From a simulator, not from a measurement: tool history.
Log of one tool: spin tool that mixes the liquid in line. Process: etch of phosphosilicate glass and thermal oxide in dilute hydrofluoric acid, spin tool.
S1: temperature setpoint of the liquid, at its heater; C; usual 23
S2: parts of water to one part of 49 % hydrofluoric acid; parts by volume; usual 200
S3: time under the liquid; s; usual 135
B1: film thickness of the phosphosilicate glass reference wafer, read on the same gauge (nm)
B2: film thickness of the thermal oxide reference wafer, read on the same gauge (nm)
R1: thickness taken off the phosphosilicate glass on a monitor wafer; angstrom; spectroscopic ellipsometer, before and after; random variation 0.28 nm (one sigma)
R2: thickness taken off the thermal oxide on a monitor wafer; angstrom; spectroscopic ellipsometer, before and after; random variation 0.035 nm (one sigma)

run,hour,S1,S2,S3,B1,B2,R1,R2
1,0,23,275,135,79.98,99.971,346.3,14.68
2,42.9,23,275,135,80.03,100.024,345.2,14.47
3,78.9,23,275,135,80,100.014,345.7,14.06
4,125.8,23,200,135,79.98,99.998,508,21.07
5,191.1,23,200,135,80.04,100.033,507.5,20.9
6,222.9,23,235,135,79.97,100.021,419.5,17.09
# hour 264.2: thermometer replaced
7,287.6,23,235,135,79.95,100.012,450.4,18.76
8,336.4,23,235,135,80,100.014,444.2,18.66
9,396.4,23,200,135,80.02,99.979,544.5,22.22
# hour 587.6: hydrofluoric acid flow meter replaced
10,590.8,23,200,175,79.99,100.009,738.5,30.72
11,659.5,23,270,135,80.07,100.019,393.8,16.17
12,698.2,27,200,135,80.01,99.979,658.3,27.56
# hour 763.4: gauge calibrated
13,765,23,200,135,79.99,100.008,562.3,23.62
14,975.1,24.5,200,135,80,100.039,595,24.51
15,1055.1,19.5,275,135,80,100.018,329.7,14.08
16,1116.6,23,105,190,80.03,99.943,1656.2,69.31
17,1149.1,18.5,280,65,80.03,99.994,148.2,6.34
18,1175,23,200,135,79.96,99.997,550.2,22.21
19,1200.7,23,245,190,79.96,100.006,600.4,25.56
20,1236.9,20.5,100,90,79.98,100,740.8,31.32
21,1295.3,23,115,205,80.01,100.016,1585,66.73
22,1353.5,23,200,70,79.99,99.996,284.6,11.69
23,1396.5,20.5,260,205,80.02,99.993,545.6,22.44
24,1450.4,23,250,60,79.98,99.987,182.9,7.49
25,1512.2,23,200,135,80.01,99.975,539.8,21.78

Forecast each of these 5 alternatives for the next run:
A,1512.7,23,100,135,?,?,?,?
B,1512.7,27,260,85,?,?,?,?
C,1512.7,23,200,60,?,?,?,?
D,1512.7,18,200,135,?,?,?,?
E,1512.7,27.5,170,135,?,?,?,?

run,B1,B2,R1,R2
A,80.03,99.989,1206.3,51.28
B,80.03,99.989,283.3,12.04
C,80.03,99.989,239.8,10.19
D,80.03,99.989,444.5,18.9
E,80.03,99.989,775.7,32.98
Without the tool's hidden state the same runs would have given:
run,R1,R2
A,1289.7,54.83
B,302.3,12.85
C,256.2,10.89
D,475.8,20.23
E,828.1,35.21
